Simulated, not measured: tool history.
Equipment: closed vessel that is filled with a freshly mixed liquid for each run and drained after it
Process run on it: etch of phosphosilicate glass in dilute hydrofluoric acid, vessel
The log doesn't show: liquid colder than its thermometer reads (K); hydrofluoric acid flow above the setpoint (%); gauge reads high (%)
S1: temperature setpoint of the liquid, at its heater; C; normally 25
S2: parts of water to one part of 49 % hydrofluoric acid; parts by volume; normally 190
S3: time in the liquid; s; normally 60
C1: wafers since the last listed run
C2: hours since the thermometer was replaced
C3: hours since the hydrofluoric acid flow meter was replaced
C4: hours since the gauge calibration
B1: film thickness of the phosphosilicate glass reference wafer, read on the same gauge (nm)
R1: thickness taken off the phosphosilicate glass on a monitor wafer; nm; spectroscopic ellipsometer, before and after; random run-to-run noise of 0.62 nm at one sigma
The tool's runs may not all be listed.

run 1 day=0 | S1=28 S2=190 S3=60 | C1=0 C2=1978 C3=1400.3 C4=213.6 | B1=80.01 | R1=79.07
run 2 day=1.042 | S1=22.5 S2=190 S3=60 | C1=1883 C2=2003 C3=1425.3 C4=238.6 | B1=79.99 | R1=64.81
run 3 day=1.517 | S1=25 S2=190 S3=60 | C1=858 C2=2014.4 C3=1436.7 C4=250 | B1=80.01 | R1=71.69
run 4 day=1.775 | S1=25 S2=190 S3=60 | C1=467 C2=2020.6 C3=1442.9 C4=256.2 | B1=79.99 | R1=70.36
run 5 day=2.517 | S1=25 S2=190 S3=60 | C1=1340 C2=2038.4 C3=1460.7 C4=274 | B1=80.04 | R1=70.91
run 6 day=2.8 | S1=25 S2=190 S3=60 | C1=512 C2=2045.2 C3=1467.5 C4=280.8 | B1=79.95 | R1=71.27
run 7 day=3.296 | S1=25 S2=190 S3=60 | C1=896 C2=2057.1 C3=1479.4 C4=292.7 | B1=79.98 | R1=71.44
run 8 day=3.967 | S1=25 S2=190 S3=60 | C1=1212 C2=2073.2 C3=1495.5 C4=308.8 | B1=79.96 | R1=72.05
run 9 day=4.388 | S1=25 S2=260 S3=70 | C1=760 C2=2083.3 C3=1505.6 C4=318.9 | B1=80.03 | R1=56.1
run 10 day=4.9 | S1=27 S2=260 S3=35 | C1=926 C2=2095.6 C3=1517.9 C4=331.2 | B1=80.01 | R1=30.11
run 11 day=5.546 | S1=25 S2=190 S3=60 | C1=1167 C2=2111.1 C3=1533.4 C4=346.7 | B1=79.98 | R1=71.97
run 12 day=6.196 | S1=25 S2=190 S3=45 | C1=1175 C2=2126.7 C3=1549 C4=362.3 | B1=79.96 | R1=54.09
-- day=7.446 thermometer replaced
run 13 day=7.5 | S1=28 S2=255 S3=35 | C1=2282 C2=1.3 C3=1580.3 C4=393.6 | B1=79.98 | R1=33.25
run 14 day=8.092 | S1=23 S2=100 S3=30 | C1=1069 C2=15.5 C3=1594.5 C4=407.8 | B1=79.98 | R1=68.44
run 15 day=8.771 | S1=25 S2=190 S3=30 | C1=1227 C2=31.8 C3=1610.8 C4=424.1 | B1=79.98 | R1=36.42
run 16 day=9.312 | S1=27.5 S2=215 S3=60 | C1=979 C2=44.8 C3=1623.8 C4=437.1 | B1=80.01 | R1=67.07
-- day=9.954 gauge calibrated
run 17 day=10.733 | S1=22.5 S2=190 S3=80 | C1=2568 C2=78.9 C3=1657.9 C4=18.7 | B1=80 | R1=86.94
run 18 day=11.154 | S1=25 S2=190 S3=60 | C1=760 C2=89 C3=1668 C4=28.8 | B1=79.98 | R1=72.21
run 19 day=11.867 | S1=25 S2=190 S3=60 | C1=1288 C2=106.1 C3=1685.1 C4=45.9 | B1=79.99 | R1=72.38
run 20 day=12.183 | S1=25 S2=190 S3=60 | C1=572 C2=113.7 C3=1692.7 C4=53.5 | B1=79.98 | R1=71.67

What will run 21 give?
run 21 day=12.871 | S1=25 S2=115 S3=60 | C1=1243 C2=130.2 C3=1709.2 C4=70 | B1=? | R1=?

{"run 21": {"B1": 79.95, "R1": 130.94}}
Without the tool's hidden state the same run would have given R1 115.25 nm.

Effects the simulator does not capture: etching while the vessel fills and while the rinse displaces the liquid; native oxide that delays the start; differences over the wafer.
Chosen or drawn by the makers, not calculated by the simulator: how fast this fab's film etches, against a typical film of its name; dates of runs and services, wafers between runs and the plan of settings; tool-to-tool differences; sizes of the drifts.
